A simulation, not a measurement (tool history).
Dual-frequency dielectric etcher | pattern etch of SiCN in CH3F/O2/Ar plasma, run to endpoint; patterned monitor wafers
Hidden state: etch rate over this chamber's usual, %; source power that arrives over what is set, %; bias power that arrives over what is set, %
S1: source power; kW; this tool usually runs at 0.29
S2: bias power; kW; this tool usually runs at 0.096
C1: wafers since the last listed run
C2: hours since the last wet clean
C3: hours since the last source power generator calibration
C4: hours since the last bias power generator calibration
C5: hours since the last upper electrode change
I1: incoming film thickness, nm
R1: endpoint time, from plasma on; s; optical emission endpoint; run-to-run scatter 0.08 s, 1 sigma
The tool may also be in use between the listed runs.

run	hour	S1	S2	C1	C2	C3	C4	C5	I1	R1
1	0	0.27	0.096	0	168.1	880.2	1970.3	1280.3	9.8	26.4
2	39.5	0.27	0.096	331	207.6	919.7	2009.8	1319.8	9.87	26.6
3	139.1	0.29	0.096	836	307.2	1019.3	2109.4	1419.4	9.85	25.7
4	237.3	0.29	0.096	825	405.4	1117.5	2207.6	1517.6	9.89	25.8
5	341.6	0.29	0.096	876	509.7	1221.8	2311.9	1621.9	10.01	25.9
# hour 378.8: wet clean of the chamber
6	412.1	0.29	0.11	390	33.3	1292.3	2382.4	1692.4	9.92	25.1
7	506.4	0.24	0.088	792	127.6	1386.6	2476.7	1786.7	9.94	28.7
8	576.2	0.24	0.088	586	197.4	1456.4	2546.5	1856.5	9.81	28.2
9	639.7	0.24	0.088	533	260.9	1519.9	2610	1920	9.83	28.2
10	737.2	0.29	0.096	819	358.4	1617.4	2707.5	2017.5	9.87	25.8
# hour 743.8: source power generator calibrated
# hour 824.6: wet clean of the chamber
11	825.1	0.29	0.107	503	0.5	81.3	2795.4	2105.4	9.9	25.6
12	851.2	0.29	0.107	219	26.6	107.4	2821.5	2131.5	9.95	25.9
# hour 896.5: bias power generator calibrated
13	952.3	0.29	0.096	815	127.7	208.5	55.8	2232.6	9.93	26.7
14	1007.2	0.29	0.096	461	182.6	263.4	110.7	2287.5	9.82	26.2
15	1114.5	0.29	0.096	901	289.9	370.7	218	2394.8	9.86	26.3
16	1221.8	0.34	0.102	901	397.2	478	325.3	2502.1	9.9	24.3
17	1305	0.29	0.096	699	480.4	561.2	408.5	2585.3	9.87	25.9
# hour 1331.4: wet clean of the chamber
18	1403.2	0.22	0.088	623	71.8	659.4	506.7	2683.5	9.84	29.3
19	1472.3	0.29	0.096	580	140.9	728.5	575.8	2752.6	9.98	26.4
20	1518.7	0.32	0.085	389	187.3	774.9	622.2	2799	9.94	26.5
21	1617.2	0.29	0.076	827	285.8	873.4	720.7	2897.5	9.94	28.3
22	1719.7	0.23	0.119	861	388.3	975.9	823.2	3000	9.97	25.7
# hour 1765.7: wet clean of the chamber
# hour 1919.6: upper electrode replaced
23	1990.8	0.33	0.082	1874	225.1	1247	1094.3	71.2	10.01	26.8
24	2053.8	0.22	0.09	529	288.1	1310	1157.3	134.2	9.95	29.1
25	2139	0.24	0.103	715	373.3	1395.2	1242.5	219.4	9.87	26.6
26	2182.5	0.29	0.096	365	416.8	1438.7	1286	262.9	10.05	26.2
# hour 2229: wet clean of the chamber
27	2231.8	0.24	0.083	212	2.8	1488	1335.3	312.2	9.9	29.3
28	2290.7	0.29	0.096	494	61.7	1546.9	1394.2	371.1	9.98	26.4
29	2381.9	0.32	0.096	766	152.9	1638.1	1485.4	462.3	9.78	25.1
30	2439.2	0.35	0.096	481	210.2	1695.4	1542.7	519.6	9.99	24.8

State the hidden condition of the tool at each of the runs:
bias power that arrives over what is set, %: 0 in every run
H1: etch rate over this chamber's usual, %
H2: source power that arrives over what is set, %
run	H1	H2
1	0.904	5.15
2	1.11	5.22
3	1.62	5.38
4	2.12	5.51
5	2.66	5.62
6	0.16	5.68
7	0.644	5.76
8	1	5.81
9	1.33	5.84
10	1.83	5.89
11	-0.569	0.289
12	-0.435	0.507
13	0.0843	1.26
14	0.366	1.61
15	0.917	2.19
16	1.47	2.67
17	1.9	2.98
18	0.864	3.29
19	1.22	3.48
20	1.46	3.59
21	1.96	3.8
22	2.49	3.97
23	1.34	4.3
24	1.67	4.36
25	2.1	4.43
26	2.33	4.46
27	0.226	4.49
28	0.528	4.52
29	0.997	4.56
30	1.29	4.59
